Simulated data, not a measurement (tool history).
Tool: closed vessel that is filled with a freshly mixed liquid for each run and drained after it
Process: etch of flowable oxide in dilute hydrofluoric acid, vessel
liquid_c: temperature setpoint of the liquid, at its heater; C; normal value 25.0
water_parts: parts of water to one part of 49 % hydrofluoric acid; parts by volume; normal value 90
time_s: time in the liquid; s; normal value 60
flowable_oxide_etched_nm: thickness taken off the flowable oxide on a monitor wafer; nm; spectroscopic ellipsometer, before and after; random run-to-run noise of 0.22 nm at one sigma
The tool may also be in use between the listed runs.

| run | hour | liquid_c | water_parts | time_s | wafers since the last listed run | hours since the thermometer was replaced | hours since the hydrofluoric acid flow meter was replaced | hours since the gauge calibration | read-back film thickness of the flowable oxide reference wafer, read on the same gauge (nm) | flowable_oxide_etched_nm |
|---|---|---|---|---|---|---|---|---|---|---|
| 1 | 0.0 | 25.0 | 65 | 60 | 0 | 2420.6 | 1453.8 | 218.1 | 50.01 | 36.17 |
| 2 | 15.0 | 25.0 | 65 | 60 | 1293 | 2435.6 | 1468.8 | 233.1 | 50.01 | 36.16 |
| 3 | 26.7 | 25.0 | 125 | 60 | 1009 | 2447.3 | 1480.5 | 244.8 | 50.00 | 17.14 |
| 4 | 34.5 | 25.0 | 125 | 60 | 672 | 2455.1 | 1488.3 | 252.6 | 50.01 | 17.27 |
| 5 | 44.2 | 25.0 | 125 | 60 | 836 | 2464.8 | 1498.0 | 262.3 | 50.00 | 17.08 |
| 6 | 53.1 | 25.0 | 60 | 60 | 767 | 2473.7 | 1506.9 | 271.2 | 50.00 | 39.60 |
| 7 | 62.1 | 21.0 | 90 | 60 | 776 | 2482.7 | 1515.9 | 280.2 | 50.00 | 21.12 |
| 8 | 72.9 | 29.0 | 90 | 60 | 931 | 2493.5 | 1526.7 | 291.0 | 49.99 | 28.98 |
| 9 | 79.1 | 29.0 | 90 | 60 | 534 | 2499.7 | 1532.9 | 297.2 | 49.99 | 29.03 |
| 10 | 89.1 | 25.0 | 90 | 60 | 862 | 2509.7 | 1542.9 | 307.2 | 50.02 | 24.79 |
| 11 | 99.8 | 25.0 | 90 | 60 | 922 | 2520.4 | 1553.6 | 317.9 | 50.00 | 25.05 |
| 12 | 113.1 | 25.0 | 90 | 60 | 1147 | 2533.7 | 1566.9 | 331.2 | 50.00 | 24.85 |
|  | 118.5 | thermometer replaced |
| 13 | 128.8 | 25.0 | 90 | 60 | 1267 | 10.3 | 1582.6 | 346.9 | 49.99 | 24.61 |
| 14 | 134.8 | 25.0 | 90 | 60 | 517 | 16.3 | 1588.6 | 352.9 | 50.01 | 24.72 |
| 15 | 143.7 | 25.0 | 90 | 60 | 767 | 25.2 | 1597.5 | 361.8 | 50.00 | 25.13 |
| 16 | 150.8 | 26.5 | 115 | 35 | 612 | 32.3 | 1604.6 | 368.9 | 50.00 | 11.68 |
| 17 | 167.5 | 29.0 | 55 | 45 | 1440 | 49.0 | 1621.3 | 385.6 | 50.00 | 37.81 |
| 18 | 181.2 | 23.0 | 110 | 75 | 1181 | 62.7 | 1635.0 | 399.3 | 50.00 | 22.51 |
| 19 | 189.2 | 22.5 | 50 | 80 | 689 | 70.7 | 1643.0 | 407.3 | 49.98 | 56.77 |
| 20 | 202.5 | 27.5 | 105 | 50 | 1147 | 84.0 | 1656.3 | 420.6 | 49.99 | 19.01 |
| 21 | 213.1 | 27.0 | 90 | 60 | 914 | 94.6 | 1666.9 | 431.2 | 50.01 | 26.48 |
|  | 229.5 | hydrofluoric acid flow meter replaced |
| 22 | 230.0 | 29.0 | 90 | 60 | 1371 | 111.5 | 0.5 | 448.1 | 50.01 | 33.59 |
| 23 | 242.2 | 25.0 | 90 | 60 | 1052 | 123.7 | 12.7 | 460.3 | 50.02 | 28.40 |
| 24 | 253.4 | 29.5 | 90 | 45 | 965 | 134.9 | 23.9 | 471.5 | 50.01 | 25.32 |
| 25 | 263.0 | 21.5 | 50 | 75 | 827 | 144.5 | 33.5 | 481.1 | 49.98 | 58.87 |
|  | 264.3 | gauge calibrated |
| 26 | 277.8 | 23.5 | 90 | 60 | 1276 | 159.3 | 48.3 | 13.5 | 50.00 | 26.74 |
| 27 | 289.5 | 25.0 | 90 | 60 | 1009 | 171.0 | 60.0 | 25.2 | 50.00 | 28.66 |
| 28 | 301.5 | 25.0 | 90 | 60 | 1034 | 183.0 | 72.0 | 37.2 | 49.98 | 28.57 |
| 29 | 312.8 | 25.0 | 90 | 60 | 974 | 194.3 | 83.3 | 48.5 | 50.00 | 28.28 |
| 30 | 325.9 | 29.5 | 55 | 45 | 1129 | 207.4 | 96.4 | 61.6 | 50.01 | 43.55 |
| 31 | 351.6 | 25.0 | 125 | 35 | 2216 | 233.1 | 122.1 | 87.3 | 49.98 | 11.35 |
| 32 | 368.3 | 23.0 | 125 | 85 | 1440 | 249.8 | 138.8 | 104.0 | 50.01 | 25.21 |
| 33 | 385.6 | 23.0 | 90 | 35 | 1492 | 267.1 | 156.1 | 121.3 | 50.00 | 15.09 |
| 34 | 395.9 | 26.5 | 90 | 90 | 888 | 277.4 | 166.4 | 131.6 | 50.00 | 44.84 |
| 35 | 406.9 | 25.0 | 90 | 60 | 948 | 288.4 | 177.4 | 142.6 | 49.99 | 28.37 |

What if the next run were any one of these 3? Each begins from the tool's condition after run 35:
| A | 407.6 | 25.0 | 90 | 60 | 60 | 289.1 | 178.1 | 143.3 | ? | ? |
| B | 407.6 | 28.5 | 105 | 70 | 60 | 289.1 | 178.1 | 143.3 | ? | ? |
| C | 407.6 | 30.0 | 50 | 60 | 60 | 289.1 | 178.1 | 143.3 | ? | ? |

| run | read-back film thickness of the flowable oxide reference wafer, read on the same gauge (nm) | flowable_oxide_etched_nm |
|---|---|---|
| A | 50.00 | 27.96 |
| B | 50.00 | 31.38 |
| C | 50.00 | 64.86 |
Stripped of hidden state, with their random variation kept, the same runs would have yielded:
| run | flowable_oxide_etched_nm |
|---|---|
| A | 28.52 |
| B | 32.03 |
| C | 66.12 |
